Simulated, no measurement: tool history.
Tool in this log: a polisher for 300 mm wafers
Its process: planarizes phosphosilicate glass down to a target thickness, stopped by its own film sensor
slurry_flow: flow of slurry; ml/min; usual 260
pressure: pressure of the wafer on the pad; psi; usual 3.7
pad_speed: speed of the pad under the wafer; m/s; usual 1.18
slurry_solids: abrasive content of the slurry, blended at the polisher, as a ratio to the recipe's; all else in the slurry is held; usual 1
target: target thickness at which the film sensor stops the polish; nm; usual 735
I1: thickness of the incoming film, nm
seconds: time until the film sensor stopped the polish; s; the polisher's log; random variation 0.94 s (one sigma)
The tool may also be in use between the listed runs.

Run 1, day 0: usual settings; I1 1772.6. Result: seconds 101.9 s.
Run 2, day 1.775: usual settings; I1 1786.3. Result: seconds 108.8 s.
At day 2.842: slurry nozzle cleaned.
Run 3, day 4.667: usual settings; I1 1794.7. Result: seconds 111 s.
Run 4, day 7.921: usual settings but slurry_flow 305 ml/min; I1 1797. Result: seconds 116.9 s.
At day 8.129: worn pad replaced by a new one.
Run 5, day 11.621: usual settings but pad_speed 1.04 m/s; I1 1782.1. Result: seconds 125.6 s.
Run 6, day 13.646: usual settings but pad_speed 1.04 m/s; I1 1802.3. Result: seconds 132.9 s.
At day 15.467: conditioning disc replaced and pad reconditioned.
At day 16.308: slurry blender recalibrated.
At day 16.712: slurry nozzle cleaned.
Run 7, day 17: usual settings; I1 1792.7. Result: seconds 114 s.
At day 17.488: worn pad replaced by a new one.
Run 8, day 21.288: usual settings; I1 1778.6. Result: seconds 107.1 s.
Run 9, day 23.904: usual settings but slurry_flow 180 ml/min, target 978 nm; I1 1804.9. Result: seconds 93.3 s.
At day 27.058: worn pad replaced by a new one.
Run 10, day 27.079: usual settings; I1 1807.3. Result: seconds 115 s.
Run 11, day 29.517: usual settings but slurry_flow 305 ml/min, pressure 4.2 psi, slurry_solids 0.8; I1 1795.7. Result: seconds 111.1 s.
At day 30.129: slurry nozzle cleaned.
At day 31.162: head pressure recalibrated.
Run 12, day 31.2: usual settings but slurry_flow 210 ml/min, target 400 nm; I1 1762.8. Result: seconds 159 s.
At day 33.438: slurry blender recalibrated.
Run 13, day 33.55: usual settings but pressure 4.6 psi; I1 1752. Result: seconds 86.9 s.
At day 36.242: worn pad replaced by a new one.
Run 14, day 36.65: usual settings but slurry_flow 350 ml/min, pad_speed 1.08 m/s, slurry_solids 0.85, target 1026 nm; I1 1799.5. Result: seconds 86.8 s.
Run 15, day 38.883: usual settings but slurry_solids 0.85, target 1102 nm; I1 1792.9. Result: seconds 76.6 s.
Run 16, day 42.088: usual settings but slurry_flow 210 ml/min, target 1049 nm; I1 1824.3. Result: seconds 83.7 s.
At day 43.008: slurry nozzle cleaned.
At day 43.708: conditioning disc replaced and pad reconditioned.
At day 43.783: worn pad replaced by a new one.
Run 17, day 43.804: usual settings but slurry_flow 210 ml/min, target 1049 nm; I1 1816.2. Result: seconds 84.8 s.

Some steps in seconds, run to run, broken into two amounts with sign: the step expected even without the hidden condition (settings, incoming material, random variation), and the rest, left for the hidden condition together with whatever gauge scatter is not in both the measured and the hidden-condition-free result:
The tool's hidden condition here consists of: removal rate lost through wear of the pad, %; slurry flow missing at the pad, %; deviation of the head's pressure from its setpoint, %; abrasive missing from the slurry, %; time polished since the conditioner stopped cutting, s.
Run 12 -> 13: slurry_flow 210 -> 260, pressure 3.7 -> 4.6, target 400 -> 735, slurry blender recalibrated. seconds -72.1 s: hidden state -14.1, all else -58.

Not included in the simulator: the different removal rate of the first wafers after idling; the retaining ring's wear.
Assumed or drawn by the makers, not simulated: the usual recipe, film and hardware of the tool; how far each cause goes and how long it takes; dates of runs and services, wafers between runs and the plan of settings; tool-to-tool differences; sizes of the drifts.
